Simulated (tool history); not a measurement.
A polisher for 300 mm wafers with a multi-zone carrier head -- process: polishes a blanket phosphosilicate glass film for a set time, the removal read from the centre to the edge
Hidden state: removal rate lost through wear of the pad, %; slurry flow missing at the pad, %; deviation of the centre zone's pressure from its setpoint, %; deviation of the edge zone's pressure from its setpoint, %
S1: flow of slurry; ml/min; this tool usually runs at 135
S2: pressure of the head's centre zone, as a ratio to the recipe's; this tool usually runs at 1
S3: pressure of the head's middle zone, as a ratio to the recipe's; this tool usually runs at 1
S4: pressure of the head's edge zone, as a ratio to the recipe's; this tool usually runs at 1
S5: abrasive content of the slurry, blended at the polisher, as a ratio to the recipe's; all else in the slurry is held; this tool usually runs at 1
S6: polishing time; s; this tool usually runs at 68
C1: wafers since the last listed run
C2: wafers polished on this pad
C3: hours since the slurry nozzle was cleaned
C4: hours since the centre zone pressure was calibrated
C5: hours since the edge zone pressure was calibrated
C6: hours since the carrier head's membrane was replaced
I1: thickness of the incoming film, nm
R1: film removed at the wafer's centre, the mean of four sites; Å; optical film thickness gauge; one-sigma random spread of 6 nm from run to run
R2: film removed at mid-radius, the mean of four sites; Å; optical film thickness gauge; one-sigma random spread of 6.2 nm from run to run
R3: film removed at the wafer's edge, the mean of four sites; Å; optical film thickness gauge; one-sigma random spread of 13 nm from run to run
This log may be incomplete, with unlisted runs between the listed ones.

{"run": 1, "hour": 0.0, "S1": 135, "S2": 1, "S3": 1, "S4": 1, "S5": 1, "S6": 68, "C1": 0, "C2": 3077, "C3": 428.1, "C4": 429.2, "C5": 1101.2, "C6": 516.5, "I1": 2162.4, "R1": 7739, "R2": 7650, "R3": 7813}
{"hour": 23.2, "done": "carrier head's membrane replaced by a new one"}
{"run": 2, "hour": 67.7, "S1": 135, "S2": 1, "S3": 1, "S4": 1, "S5": 1, "S6": 68, "C1": 517, "C2": 3594, "C3": 495.8, "C4": 496.9, "C5": 1168.9, "C6": 44.5, "I1": 2223.6, "R1": 7716, "R2": 7572, "R3": 7491}
{"hour": 146.1, "done": "slurry nozzle cleaned"}
{"run": 3, "hour": 156.6, "S1": 155, "S2": 1, "S3": 0.94, "S4": 1, "S5": 1, "S6": 68, "C1": 724, "C2": 4319, "C3": 10.5, "C4": 585.8, "C5": 1257.8, "C6": 133.4, "I1": 2190.1, "R1": 7828, "R2": 7354, "R3": 7792}
{"hour": 180.2, "done": "centre zone pressure recalibrated"}
{"run": 4, "hour": 213.5, "S1": 155, "S2": 1, "S3": 1, "S4": 0.89, "S5": 1, "S6": 68, "C1": 452, "C2": 4772, "C3": 67.4, "C4": 33.3, "C5": 1314.7, "C6": 190.3, "I1": 2217, "R1": 7799, "R2": 7605, "R3": 7481}
{"hour": 250.9, "done": "worn pad replaced by a new one, repeated, since the last time left the tool worse"}
{"hour": 252.4, "done": "edge zone pressure recalibrated"}
{"run": 5, "hour": 350.9, "S1": 135, "S2": 1, "S3": 1, "S4": 1, "S5": 1, "S6": 68, "C1": 1088, "C2": 812, "C3": 204.8, "C4": 170.7, "C5": 98.5, "C6": 327.7, "I1": 2187.5, "R1": 9040, "R2": 9075, "R3": 9127}
{"run": 6, "hour": 425.9, "S1": 135, "S2": 1.11, "S3": 0.93, "S4": 1.05, "S5": 0.85, "S6": 68, "C1": 618, "C2": 1431, "C3": 279.8, "C4": 245.7, "C5": 173.5, "C6": 402.7, "I1": 2228.7, "R1": 9340, "R2": 7809, "R3": 8612}
{"run": 7, "hour": 490.0, "S1": 135, "S2": 1, "S3": 0.9, "S4": 0.9, "S5": 1, "S6": 68, "C1": 528, "C2": 1959, "C3": 343.9, "C4": 309.8, "C5": 237.6, "C6": 466.8, "I1": 2216.6, "R1": 8933, "R2": 8131, "R3": 8600}
{"hour": 556.4, "done": "carrier head's membrane replaced by a new one"}
{"run": 8, "hour": 556.9, "S1": 135, "S2": 1.04, "S3": 1, "S4": 1, "S5": 1, "S6": 91, "C1": 510, "C2": 2470, "C3": 410.8, "C4": 376.7, "C5": 304.5, "C6": 0.5, "I1": 2245.5, "R1": 12247, "R2": 11649, "R3": 11841}
{"run": 9, "hour": 635.9, "S1": 135, "S2": 1, "S3": 1, "S4": 1, "S5": 1, "S6": 68, "C1": 651, "C2": 3122, "C3": 489.8, "C4": 455.7, "C5": 383.5, "C6": 79.5, "I1": 2201.9, "R1": 8805, "R2": 8737, "R3": 8790}
{"hour": 691.3, "done": "slurry nozzle cleaned"}
{"run": 10, "hour": 694.4, "S1": 135, "S2": 1, "S3": 1, "S4": 1, "S5": 1, "S6": 46, "C1": 474, "C2": 3596, "C3": 3.1, "C4": 514.2, "C5": 442, "C6": 138, "I1": 2235.8, "R1": 5868, "R2": 5811, "R3": 5971}
{"run": 11, "hour": 739.1, "S1": 135, "S2": 1.04, "S3": 1.08, "S4": 1, "S5": 1, "S6": 68, "C1": 368, "C2": 3964, "C3": 47.8, "C4": 558.9, "C5": 486.7, "C6": 182.7, "I1": 2222.8, "R1": 9006, "R2": 9146, "R3": 8603}
{"hour": 771.9, "done": "worn pad replaced by a new one"}
{"run": 12, "hour": 815.3, "S1": 90, "S2": 1, "S3": 1, "S4": 1, "S5": 0.85, "S6": 68, "C1": 595, "C2": 358, "C3": 124, "C4": 635.1, "C5": 562.9, "C6": 258.9, "I1": 2230.5, "R1": 7462, "R2": 7528, "R3": 7765}
{"hour": 893.1, "done": "centre zone pressure recalibrated"}
{"run": 13, "hour": 903.2, "S1": 135, "S2": 1, "S3": 1, "S4": 1.11, "S5": 1.2, "S6": 68, "C1": 708, "C2": 1066, "C3": 211.9, "C4": 10.1, "C5": 650.8, "C6": 346.8, "I1": 2226.3, "R1": 9767, "R2": 9574, "R3": 10139}
{"run": 14, "hour": 967.5, "S1": 135, "S2": 1, "S3": 1, "S4": 1, "S5": 1, "S6": 68, "C1": 530, "C2": 1597, "C3": 276.2, "C4": 74.4, "C5": 715.1, "C6": 411.1, "I1": 2199.9, "R1": 8910, "R2": 8820, "R3": 8931}
{"run": 15, "hour": 1194.0, "S1": 135, "S2": 0.95, "S3": 1, "S4": 1, "S5": 1, "S6": 68, "C1": 1868, "C2": 3465, "C3": 502.7, "C4": 300.9, "C5": 941.6, "C6": 637.6, "I1": 2183.6, "R1": 8326, "R2": 8614, "R3": 8810}
{"hour": 1220.3, "done": "slurry nozzle cleaned"}
{"hour": 1231.1, "done": "carrier head's membrane replaced by a new one"}
{"run": 16, "hour": 1265.6, "S1": 100, "S2": 1, "S3": 1, "S4": 1.06, "S5": 1.25, "S6": 68, "C1": 541, "C2": 4006, "C3": 45.3, "C4": 372.5, "C5": 1013.2, "C6": 34.5, "I1": 2179.6, "R1": 8692, "R2": 8768, "R3": 9185}
{"run": 17, "hour": 1345.0, "S1": 180, "S2": 1, "S3": 1.07, "S4": 1, "S5": 1, "S6": 68, "C1": 654, "C2": 4661, "C3": 124.7, "C4": 451.9, "C5": 1092.6, "C6": 113.9, "I1": 2199.2, "R1": 9141, "R2": 9444, "R3": 8862}
{"hour": 1386.3, "done": "worn pad replaced by a new one"}
{"run": 18, "hour": 1420.3, "S1": 135, "S2": 1, "S3": 1, "S4": 1, "S5": 1, "S6": 68, "C1": 588, "C2": 280, "C3": 200, "C4": 527.2, "C5": 1167.9, "C6": 189.2, "I1": 2239.4, "R1": 9104, "R2": 9067, "R3": 9134}
{"hour": 1504.8, "done": "centre zone pressure recalibrated"}
{"hour": 1509.7, "done": "edge zone pressure recalibrated"}
{"run": 19, "hour": 1526.3, "S1": 135, "S2": 1.08, "S3": 1, "S4": 1, "S5": 1, "S6": 68, "C1": 841, "C2": 1122, "C3": 306, "C4": 21.5, "C5": 16.6, "C6": 295.2, "I1": 2184.4, "R1": 9614, "R2": 8795, "R3": 9058}
{"run": 20, "hour": 1624.6, "S1": 135, "S2": 1, "S3": 1.11, "S4": 1, "S5": 1, "S6": 85, "C1": 810, "C2": 1932, "C3": 404.3, "C4": 119.8, "C5": 114.9, "C6": 393.5, "I1": 2201.5, "R1": 11004, "R2": 12101, "R3": 10895}
{"run": 21, "hour": 1667.8, "S1": 135, "S2": 1, "S3": 1.11, "S4": 1, "S5": 1, "S6": 85, "C1": 356, "C2": 2289, "C3": 447.5, "C4": 163, "C5": 158.1, "C6": 436.7, "I1": 2233.1, "R1": 11127, "R2": 11966, "R3": 10932}

Below, some changes in R1 between adjacent runs. For each, the amount present without the hidden state too (settings, incoming material, random variation) and the amount remaining for the hidden state with gauge scatter not shared by both compared results:
Run 4 -> 5: S1 155 -> 135, S4 0.89 -> 1, worn pad replaced by a new one, repeated, since the last time left the tool worse, edge zone pressure recalibrated. R1 +1241 Å: hidden state +1601, all else -360.
Run 7 -> 8: S2 1 -> 1.04, S3 0.9 -> 1, S4 0.9 -> 1, S6 68 -> 91, carrier head's membrane replaced by a new one. R1 +3314 Å: hidden state -176, all else +3490.
Run 8 -> 9: S2 1.04 -> 1, S6 91 -> 68. R1 -3442 Å: hidden state +37, all else -3479.
Run 17 -> 18: S1 180 -> 135, S3 1.07 -> 1, worn pad replaced by a new one. R1 -37 Å: hidden state +512, all else -549.
